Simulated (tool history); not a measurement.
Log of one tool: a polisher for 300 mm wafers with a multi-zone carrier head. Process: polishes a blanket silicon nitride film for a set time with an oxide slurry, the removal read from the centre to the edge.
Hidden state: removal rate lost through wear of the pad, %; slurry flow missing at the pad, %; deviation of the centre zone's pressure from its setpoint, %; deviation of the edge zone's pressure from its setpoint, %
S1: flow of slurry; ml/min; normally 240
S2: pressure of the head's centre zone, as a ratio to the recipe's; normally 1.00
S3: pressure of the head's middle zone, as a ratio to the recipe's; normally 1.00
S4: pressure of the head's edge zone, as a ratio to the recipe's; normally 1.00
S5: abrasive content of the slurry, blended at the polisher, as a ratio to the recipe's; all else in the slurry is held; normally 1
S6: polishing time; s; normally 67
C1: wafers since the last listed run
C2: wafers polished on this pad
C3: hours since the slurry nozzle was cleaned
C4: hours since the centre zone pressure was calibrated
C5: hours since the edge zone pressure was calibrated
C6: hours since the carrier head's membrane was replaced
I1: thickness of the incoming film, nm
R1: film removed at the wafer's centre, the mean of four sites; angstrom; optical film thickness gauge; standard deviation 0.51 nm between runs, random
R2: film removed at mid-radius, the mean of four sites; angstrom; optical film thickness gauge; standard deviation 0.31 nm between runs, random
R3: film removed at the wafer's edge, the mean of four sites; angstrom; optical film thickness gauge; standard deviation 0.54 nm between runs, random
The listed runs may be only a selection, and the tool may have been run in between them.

run	day	S1	S2	S3	S4	S5	S6	C1	C2	C3	C4	C5	C6	I1	R1	R2	R3
1	0.000	240	1.00	1.00	1.00	1	67	0	1969	261.3	1077.0	38.3	1642.1	296.2	463	420	432
# day 0.358: slurry nozzle cleaned
2	1.267	240	1.00	1.00	1.00	1	67	421	2390	21.8	1107.4	68.7	1672.5	291.3	490	447	441
# day 2.183: worn pad replaced by a new one
3	2.762	240	1.00	1.00	1.00	1	67	457	199	57.7	1143.3	104.6	1708.4	294.2	506	447	441
4	3.692	240	1.00	1.00	1.00	1	67	319	519	80.0	1165.6	126.9	1730.7	289.6	502	446	431
5	5.133	240	1.00	1.00	1.00	1	67	496	1015	114.6	1200.2	161.5	1765.3	295.1	485	445	431
6	6.017	240	0.96	1.00	1.06	1	67	303	1319	135.8	1221.4	182.7	1786.5	292.7	476	444	446
7	7.221	310	1.00	1.00	1.00	1	67	414	1733	164.7	1250.3	211.6	1815.4	294.3	502	453	437
8	8.096	165	1.00	1.07	1.00	1	67	301	2034	185.7	1271.3	232.6	1836.4	291.8	448	434	407
# day 8.475: centre zone pressure recalibrated
9	8.617	240	1.00	1.00	1.00	1	88	150	2185	198.2	3.4	245.1	1848.9	294.6	583	564	556
10	9.646	240	1.00	1.00	1.00	1	67	354	2539	222.9	28.1	269.8	1873.6	289.8	436	427	416
# day 9.854: worn pad replaced by a new one
11	10.567	240	1.00	1.00	1.00	1	67	259	245	245.0	50.2	291.9	1895.7	295.2	430	419	424
# day 10.758: slurry nozzle cleaned
12	11.662	240	1.00	1.10	1.00	1	67	362	607	21.7	76.5	318.2	1922.0	291.2	464	480	441
13	12.504	240	1.00	1.00	1.00	1	67	289	897	41.9	96.7	338.4	1942.2	291.2	454	451	444
14	13.125	190	1.00	1.00	1.05	1	67	213	1111	56.8	111.6	353.3	1957.1	285.2	450	429	440
# day 14.633: carrier head's membrane replaced by a new one
15	14.654	240	1.00	1.00	1.00	1	67	454	1565	93.5	148.3	390.0	0.5	294.3	455	441	441
16	15.933	240	1.00	1.06	1.04	1	61	440	2005	124.2	179.0	420.7	31.2	289.6	420	419	404
# day 16.292: worn pad replaced by a new one
17	17.146	240	1.00	1.00	1.00	1	67	359	293	153.3	208.1	449.8	60.3	289.8	451	439	436
18	18.238	240	1.00	1.00	0.90	1	67	375	669	179.5	234.3	476.0	86.5	296.1	456	438	412
19	19.221	240	1.00	1.00	1.07	1	67	338	1007	203.1	257.9	499.6	110.1	288.2	455	433	445
20	20.388	240	1.00	1.00	0.91	1	83	401	1409	231.1	285.9	527.6	138.1	287.6	550	528	502
21	21.217	240	1.00	1.00	1.00	1	58	285	1694	251.0	305.8	547.5	158.0	296.0	385	364	361
# day 22.367: worn pad replaced by a new one
22	22.604	240	1.00	1.00	1.00	1	60	420	82	284.3	339.1	580.8	191.3	290.2	383	365	364

Some steps in R1 between neighbouring runs. How much of each would the tool show without its hidden state too (settings, what came in, random variation), and how much is left for the hidden state, with any gauge scatter that isn't in both results?
Run 1 -> 2: slurry nozzle cleaned. R1 +27 angstrom: hidden state +32, all else -5.
Run 8 -> 9: S1 165 -> 240, S3 1.07 -> 1.00, S6 67 -> 88, centre zone pressure recalibrated. R1 +135 angstrom: hidden state -40, all else +175.
Run 9 -> 10: S6 88 -> 67. R1 -147 angstrom: hidden state +2, all else -149.
Run 20 -> 21: S4 0.91 -> 1.00, S6 83 -> 58. R1 -165 angstrom: hidden state -4, all else -161.

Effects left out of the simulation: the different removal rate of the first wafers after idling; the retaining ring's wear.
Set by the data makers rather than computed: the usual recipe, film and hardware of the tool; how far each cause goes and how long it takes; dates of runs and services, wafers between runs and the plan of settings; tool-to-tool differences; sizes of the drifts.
